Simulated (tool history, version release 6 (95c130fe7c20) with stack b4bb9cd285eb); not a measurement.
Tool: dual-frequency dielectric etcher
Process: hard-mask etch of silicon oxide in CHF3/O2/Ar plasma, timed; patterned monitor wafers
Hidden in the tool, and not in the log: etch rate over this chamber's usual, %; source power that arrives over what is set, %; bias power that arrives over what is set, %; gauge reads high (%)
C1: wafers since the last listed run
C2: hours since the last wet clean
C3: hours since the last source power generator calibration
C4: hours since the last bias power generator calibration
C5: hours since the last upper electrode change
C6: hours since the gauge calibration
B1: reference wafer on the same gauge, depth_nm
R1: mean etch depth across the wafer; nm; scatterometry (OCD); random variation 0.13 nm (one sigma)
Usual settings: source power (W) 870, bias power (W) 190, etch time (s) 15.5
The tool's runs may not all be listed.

{"run": 1, "hour": 0.0, "source power (W)": 870, "bias power (W)": 190, "etch time (s)": 14, "C1": 0, "C2": 271.6, "C3": 4748.4, "C4": 3113, "C5": 3406.4, "C6": 77, "B1": 33.92, "R1": 34.23}
{"run": 2, "hour": 6.9, "source power (W)": 870, "bias power (W)": 190, "etch time (s)": 14, "C1": 71, "C2": 278.5, "C3": 4755.3, "C4": 3119.9, "C5": 3413.3, "C6": 83.9, "B1": 33.91, "R1": 34.17}
{"run": 3, "hour": 13.2, "source power (W)": 870, "bias power (W)": 190, "etch time (s)": 15.5, "C1": 65, "C2": 284.8, "C3": 4761.6, "C4": 3126.2, "C5": 3419.6, "C6": 90.2, "B1": 33.89, "R1": 37.87}
{"run": 4, "hour": 23.5, "source power (W)": 870, "bias power (W)": 190, "etch time (s)": 18.5, "C1": 106, "C2": 295.1, "C3": 4771.9, "C4": 3136.5, "C5": 3429.9, "C6": 100.5, "B1": 33.93, "R1": 44.77}
{"run": 5, "hour": 31.5, "source power (W)": 870, "bias power (W)": 190, "etch time (s)": 18.5, "C1": 83, "C2": 303.1, "C3": 4779.9, "C4": 3144.5, "C5": 3437.9, "C6": 108.5, "B1": 33.92, "R1": 45.09}
{"run": 6, "hour": 44.4, "source power (W)": 870, "bias power (W)": 190, "etch time (s)": 15.5, "C1": 133, "C2": 316, "C3": 4792.8, "C4": 3157.4, "C5": 3450.8, "C6": 121.4, "B1": 33.86, "R1": 37.88}
{"hour": 69.3, "done": "wet clean of the chamber"}
{"run": 7, "hour": 69.8, "source power (W)": 870, "bias power (W)": 190, "etch time (s)": 15.5, "C1": 14, "C2": 0.5, "C3": 4818.2, "C4": 3182.8, "C5": 3476.2, "C6": 146.8, "B1": 33.86, "R1": 37.81}
{"run": 8, "hour": 70.1, "source power (W)": 870, "bias power (W)": 190, "etch time (s)": 15.5, "C1": 3, "C2": 0.8, "C3": 4818.5, "C4": 3183.1, "C5": 3476.5, "C6": 147.1, "B1": 33.87, "R1": 37.63}
{"hour": 80.2, "done": "source power generator calibrated"}
{"hour": 83.7, "done": "gauge calibrated"}
{"run": 9, "hour": 84.1, "source power (W)": 870, "bias power (W)": 190, "etch time (s)": 15.5, "C1": 103, "C2": 14.8, "C3": 3.9, "C4": 3197.1, "C5": 3490.5, "C6": 0.4, "B1": 33.83, "R1": 37.85}
{"run": 10, "hour": 92.3, "source power (W)": 870, "bias power (W)": 190, "etch time (s)": 15.5, "C1": 85, "C2": 23, "C3": 12.1, "C4": 3205.3, "C5": 3498.7, "C6": 8.6, "B1": 33.9, "R1": 37.78}
{"run": 11, "hour": 100.1, "source power (W)": 870, "bias power (W)": 190, "etch time (s)": 15.5, "C1": 80, "C2": 30.8, "C3": 19.9, "C4": 3213.1, "C5": 3506.5, "C6": 16.4, "B1": 33.9, "R1": 37.97}
{"hour": 107.7, "done": "bias power generator calibrated"}
{"run": 12, "hour": 113.3, "source power (W)": 800, "bias power (W)": 190, "etch time (s)": 15.5, "C1": 95, "C2": 44, "C3": 33.1, "C4": 5.6, "C5": 3519.7, "C6": 29.6, "B1": 33.91, "R1": 37.04}
{"hour": 140.9, "done": "upper electrode replaced"}
{"run": 13, "hour": 141.4, "source power (W)": 870, "bias power (W)": 190, "etch time (s)": 18.5, "C1": 42, "C2": 72.1, "C3": 61.2, "C4": 33.7, "C5": 0.5, "C6": 57.7, "B1": 33.9, "R1": 45.34}
{"run": 14, "hour": 141.7, "source power (W)": 870, "bias power (W)": 163, "etch time (s)": 18, "C1": 3, "C2": 72.4, "C3": 61.5, "C4": 34, "C5": 0.8, "C6": 58, "B1": 33.93, "R1": 40.96}
{"run": 15, "hour": 151.2, "source power (W)": 870, "bias power (W)": 145, "etch time (s)": 15.5, "C1": 98, "C2": 81.9, "C3": 71, "C4": 43.5, "C5": 10.3, "C6": 67.5, "B1": 33.87, "R1": 33.43}
{"run": 16, "hour": 167.1, "source power (W)": 790, "bias power (W)": 144, "etch time (s)": 17, "C1": 165, "C2": 97.8, "C3": 86.9, "C4": 59.4, "C5": 26.2, "C6": 83.4, "B1": 33.9, "R1": 35.78}
{"run": 17, "hour": 177.5, "source power (W)": 870, "bias power (W)": 190, "etch time (s)": 15.5, "C1": 107, "C2": 108.2, "C3": 97.3, "C4": 69.8, "C5": 36.6, "C6": 93.8, "B1": 33.91, "R1": 37.61}
{"run": 18, "hour": 194.3, "source power (W)": 870, "bias power (W)": 190, "etch time (s)": 19, "C1": 174, "C2": 125, "C3": 114.1, "C4": 86.6, "C5": 53.4, "C6": 110.6, "B1": 33.94, "R1": 46.55}
{"run": 19, "hour": 211.3, "source power (W)": 790, "bias power (W)": 190, "etch time (s)": 19, "C1": 176, "C2": 142, "C3": 131.1, "C4": 103.6, "C5": 70.4, "C6": 127.6, "B1": 33.89, "R1": 45.08}
{"run": 20, "hour": 222.6, "source power (W)": 870, "bias power (W)": 190, "etch time (s)": 15.5, "C1": 117, "C2": 153.3, "C3": 142.4, "C4": 114.9, "C5": 81.7, "C6": 138.9, "B1": 33.88, "R1": 37.77}

Forecast each of these 3 alternatives for the next run:
{"run": "A", "hour": 223.0, "source power (W)": 870, "bias power (W)": 175, "etch time (s)": 15.5, "C1": 4, "C2": 153.7, "C3": 142.8, "C4": 115.3, "C5": 82.1, "C6": 139.3, "B1": "?", "R1": "?"}
{"run": "B", "hour": 223.0, "source power (W)": 1070, "bias power (W)": 178, "etch time (s)": 17.5, "C1": 4, "C2": 153.7, "C3": 142.8, "C4": 115.3, "C5": 82.1, "C6": 139.3, "B1": "?", "R1": "?"}
{"run": "C", "hour": 223.0, "source power (W)": 680, "bias power (W)": 206, "etch time (s)": 15.5, "C1": 4, "C2": 153.7, "C3": 142.8, "C4": 115.3, "C5": 82.1, "C6": 139.3, "B1": "?", "R1": "?"}

run=A B1=33.9 R1=36.4
run=B B1=33.9 R1=43.9
run=C B1=33.9 R1=36.74
Without the tool's hidden state the same runs would have given:
run=A R1=36.4
run=B R1=43.9
run=C R1=36.74
